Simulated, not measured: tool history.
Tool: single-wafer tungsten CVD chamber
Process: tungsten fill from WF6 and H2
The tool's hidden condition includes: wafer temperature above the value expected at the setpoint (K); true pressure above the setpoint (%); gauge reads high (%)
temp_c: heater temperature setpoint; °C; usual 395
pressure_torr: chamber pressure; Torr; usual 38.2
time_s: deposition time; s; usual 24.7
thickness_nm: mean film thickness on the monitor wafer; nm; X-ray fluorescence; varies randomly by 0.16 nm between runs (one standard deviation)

run	day	temp_c	pressure_torr	time_s	wafers since the last listed run	hours since the last thermocouple change	hours since the last manometer calibration	hours since the showerhead was replaced	hours since the gauge calibration	read-back reference wafer on the same gauge, thickness_nm	thickness_nm
1	0.000	395	38.2	24.7	0	1829.4	2137.4	2412.9	248.4	77.026	84.116
2	0.400	395	38.2	24.7	207	1839.0	2147.0	2422.5	258.0	77.033	84.030
3	0.696	395	38.2	24.7	153	1846.1	2154.1	2429.6	265.1	76.987	84.224
4	1.075	395	38.2	24.7	196	1855.2	2163.2	2438.7	274.2	76.994	84.354
5	1.796	395	38.2	24.7	374	1872.5	2180.5	2456.0	291.5	77.018	84.277
6	2.354	395	38.2	24.7	289	1885.9	2193.9	2469.4	304.9	76.980	84.414
7	2.738	395	38.2	24.7	198	1895.1	2203.1	2478.6	314.1	77.003	84.145
8	3.292	395	38.2	24.7	287	1908.4	2216.4	2491.9	327.4	77.007	84.572
9	4.017	395	38.2	24.7	376	1925.8	2233.8	2509.3	344.8	77.002	84.491
# day 5.046: gauge calibrated
10	6.012	395	38.2	24.7	1035	1973.7	2281.7	2557.2	23.2	77.040	85.070
11	6.521	395	38.2	24.7	263	1985.9	2293.9	2569.4	35.4	76.969	85.200
12	6.775	395	38.2	21.9	131	1992.0	2300.0	2575.5	41.5	77.005	75.211
13	7.046	395	38.2	21.9	140	1998.5	2306.5	2582.0	48.0	77.012	75.532
# day 7.488: showerhead replaced
14	7.579	395	38.2	21.9	103	2011.3	2319.3	2.2	60.8	77.015	75.569
# day 8.071: capacitance manometer re-zeroed and calibrated
15	8.271	395	34.0	24.7	185	2027.9	4.8	18.8	77.4	77.031	81.108
16	8.912	395	38.2	24.7	333	2043.3	20.2	34.2	92.8	76.972	85.165
17	9.317	395	38.2	24.7	209	2053.0	29.9	43.9	102.5	76.988	85.949
18	9.571	395	38.2	24.7	131	2059.1	36.0	50.0	108.6	77.043	85.754
19	9.954	395	34.6	21.2	198	2068.3	45.2	59.2	117.8	76.996	70.308
20	10.538	395	35.7	28.3	302	2082.3	59.2	73.2	131.8	76.962	95.497
# day 11.179: thermocouple changed; heater temperature recalibrated
21	11.200	395	30.2	24.7	170	0.5	75.1	89.1	147.7	77.076	70.020
22	11.417	395	38.2	26.4	112	5.7	80.3	94.3	152.9	77.030	83.283
23	12.029	395	46.9	21.5	317	20.4	95.0	109.0	167.6	76.989	74.109
24	12.371	395	33.2	24.7	177	28.6	103.2	117.2	175.8	77.006	73.116
25	12.954	389	38.2	24.7	302	42.6	117.2	131.2	189.8	77.007	70.169
26	13.233	384	38.2	24.7	144	49.3	123.9	137.9	196.5	76.986	64.650
27	13.612	409	38.2	24.7	196	58.4	133.0	147.0	205.6	77.005	97.551
28	14.296	395	38.2	24.7	354	74.8	149.4	163.4	222.0	76.950	77.941
29	14.967	395	35.5	24.7	348	90.9	165.5	179.5	238.1	77.032	75.374
30	15.475	402	33.6	24.7	263	103.1	177.7	191.7	250.3	76.968	82.389
31	16.004	405	43.2	28.9	274	115.8	190.4	204.4	263.0	76.969	113.472
32	16.750	395	35.5	24.7	387	133.7	208.3	222.3	280.9	76.988	75.223

List, for all runs, the conditions of the tool that the log does not record:
true pressure above the setpoint (%): 0, the same for each run
gauge reads high (%): 0, the same for each run
H1: wafer temperature above the value expected at the setpoint (K)
run	H1
1	4.54
2	4.58
3	4.62
4	4.66
5	4.74
6	4.81
7	4.85
8	4.92
9	5.01
10	5.25
11	5.31
12	5.34
13	5.37
14	5.44
15	5.53
16	5.61
17	5.66
18	5.69
19	5.74
20	5.82
21	-0.088
22	-0.088
23	-0.0875
24	-0.087
25	-0.0857
26	-0.0849
27	-0.0836
28	-0.0808
29	-0.0773
30	-0.0742
31	-0.0706
32	-0.0648

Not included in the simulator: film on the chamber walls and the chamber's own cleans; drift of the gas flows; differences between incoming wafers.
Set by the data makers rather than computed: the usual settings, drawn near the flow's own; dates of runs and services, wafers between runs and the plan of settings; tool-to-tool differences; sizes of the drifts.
